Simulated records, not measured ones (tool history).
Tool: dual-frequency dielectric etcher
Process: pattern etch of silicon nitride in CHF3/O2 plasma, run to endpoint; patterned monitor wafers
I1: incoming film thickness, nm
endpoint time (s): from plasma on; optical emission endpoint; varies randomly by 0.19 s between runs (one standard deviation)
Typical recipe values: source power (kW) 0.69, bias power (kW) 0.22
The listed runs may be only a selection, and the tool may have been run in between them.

{"run": 1, "hour": 0.0, "source power (kW)": 0.69, "bias power (kW)": 0.22, "I1": 107.2, "endpoint time (s)": 59.6}
{"run": 2, "hour": 24.7, "source power (kW)": 0.69, "bias power (kW)": 0.22, "I1": 107, "endpoint time (s)": 59.3}
{"hour": 73.3, "done": "wet clean of the chamber"}
{"run": 3, "hour": 73.8, "source power (kW)": 0.69, "bias power (kW)": 0.22, "I1": 107.5, "endpoint time (s)": 61.2}
{"run": 4, "hour": 74.5, "source power (kW)": 0.69, "bias power (kW)": 0.193, "I1": 107.8, "endpoint time (s)": 64.5}
{"run": 5, "hour": 145.2, "source power (kW)": 0.69, "bias power (kW)": 0.22, "I1": 107.4, "endpoint time (s)": 60.9}
{"run": 6, "hour": 290.5, "source power (kW)": 0.69, "bias power (kW)": 0.22, "I1": 106.1, "endpoint time (s)": 59.1}
{"run": 7, "hour": 333.2, "source power (kW)": 0.69, "bias power (kW)": 0.22, "I1": 106.2, "endpoint time (s)": 59.4}
{"run": 8, "hour": 374.9, "source power (kW)": 0.69, "bias power (kW)": 0.22, "I1": 107.1, "endpoint time (s)": 59.8}
{"run": 9, "hour": 402.4, "source power (kW)": 0.69, "bias power (kW)": 0.22, "I1": 107.5, "endpoint time (s)": 59.4}
{"hour": 512.6, "done": "wet clean of the chamber"}
{"run": 10, "hour": 596.3, "source power (kW)": 0.69, "bias power (kW)": 0.22, "I1": 108.2, "endpoint time (s)": 61.2}
{"hour": 632.2, "done": "upper electrode replaced"}
{"run": 11, "hour": 632.7, "source power (kW)": 0.69, "bias power (kW)": 0.196, "I1": 106.9, "endpoint time (s)": 62.9}
{"hour": 709.7, "done": "bias power generator calibrated"}
{"run": 12, "hour": 760.7, "source power (kW)": 0.69, "bias power (kW)": 0.241, "I1": 107.2, "endpoint time (s)": 57.9}
{"run": 13, "hour": 793.9, "source power (kW)": 0.69, "bias power (kW)": 0.241, "I1": 107.7, "endpoint time (s)": 58.3}
{"run": 14, "hour": 862.5, "source power (kW)": 0.69, "bias power (kW)": 0.241, "I1": 107.6, "endpoint time (s)": 57.5}
{"hour": 898.0, "done": "source power generator calibrated"}
{"run": 15, "hour": 900.6, "source power (kW)": 0.69, "bias power (kW)": 0.22, "I1": 108.1, "endpoint time (s)": 61.5}
{"run": 16, "hour": 958.7, "source power (kW)": 0.78, "bias power (kW)": 0.257, "I1": 108.6, "endpoint time (s)": 54.6}
{"hour": 1015.2, "done": "wet clean of the chamber"}
{"run": 17, "hour": 1015.7, "source power (kW)": 0.8, "bias power (kW)": 0.22, "I1": 107, "endpoint time (s)": 58.1}
{"run": 18, "hour": 1057.4, "source power (kW)": 0.57, "bias power (kW)": 0.271, "I1": 107.3, "endpoint time (s)": 62.7}
{"run": 19, "hour": 1122.4, "source power (kW)": 0.73, "bias power (kW)": 0.268, "I1": 108.4, "endpoint time (s)": 56.1}
{"run": 20, "hour": 1183.6, "source power (kW)": 0.55, "bias power (kW)": 0.176, "I1": 107.5, "endpoint time (s)": 75.1}
{"run": 21, "hour": 1247.1, "source power (kW)": 0.69, "bias power (kW)": 0.22, "I1": 106.7, "endpoint time (s)": 61.3}
{"run": 22, "hour": 1313.4, "source power (kW)": 0.69, "bias power (kW)": 0.196, "I1": 107.5, "endpoint time (s)": 63.9}
{"run": 23, "hour": 1359.6, "source power (kW)": 0.75, "bias power (kW)": 0.192, "I1": 107.9, "endpoint time (s)": 62}
{"run": 24, "hour": 1394.9, "source power (kW)": 0.54, "bias power (kW)": 0.199, "I1": 106.9, "endpoint time (s)": 70.8}
{"run": 25, "hour": 1439.2, "source power (kW)": 0.69, "bias power (kW)": 0.22, "I1": 107.4, "endpoint time (s)": 60.5}
{"hour": 1483.1, "done": "wet clean of the chamber"}
{"run": 26, "hour": 1486.5, "source power (kW)": 0.84, "bias power (kW)": 0.246, "I1": 107, "endpoint time (s)": 54.1}
{"run": 27, "hour": 1694.5, "source power (kW)": 0.86, "bias power (kW)": 0.22, "I1": 107, "endpoint time (s)": 55}
{"run": 28, "hour": 1743.2, "source power (kW)": 0.79, "bias power (kW)": 0.167, "I1": 106.9, "endpoint time (s)": 63.6}
{"run": 29, "hour": 1830.7, "source power (kW)": 0.85, "bias power (kW)": 0.257, "I1": 107.3, "endpoint time (s)": 51.7}
{"run": 30, "hour": 1890.6, "source power (kW)": 0.56, "bias power (kW)": 0.27, "I1": 107.1, "endpoint time (s)": 60.9}

Each row is a separate what-if for the run after 30, all from the same tool condition, not one after another. Results?
{"run": "A", "hour": 1891.0, "source power (kW)": 0.69, "bias power (kW)": 0.171, "I1": 106.6, "endpoint time (s)": "?"}
{"run": "B", "hour": 1891.0, "source power (kW)": 0.78, "bias power (kW)": 0.252, "I1": 106.6, "endpoint time (s)": "?"}
{"run": "C", "hour": 1891.0, "source power (kW)": 0.59, "bias power (kW)": 0.271, "I1": 106.6, "endpoint time (s)": "?"}
{"run": "D", "hour": 1891.0, "source power (kW)": 0.81, "bias power (kW)": 0.205, "I1": 106.6, "endpoint time (s)": "?"}

run=A endpoint_time_(s)=66.4
run=B endpoint_time_(s)=53.9
run=C endpoint_time_(s)=59.4
run=D endpoint_time_(s)=57.4
The same runs, with their run-to-run variation unchanged, on a tool lacking any hidden condition would have given:
run=A endpoint_time_(s)=69.2
run=B endpoint_time_(s)=56.2
run=C endpoint_time_(s)=61.9
run=D endpoint_time_(s)=59.9
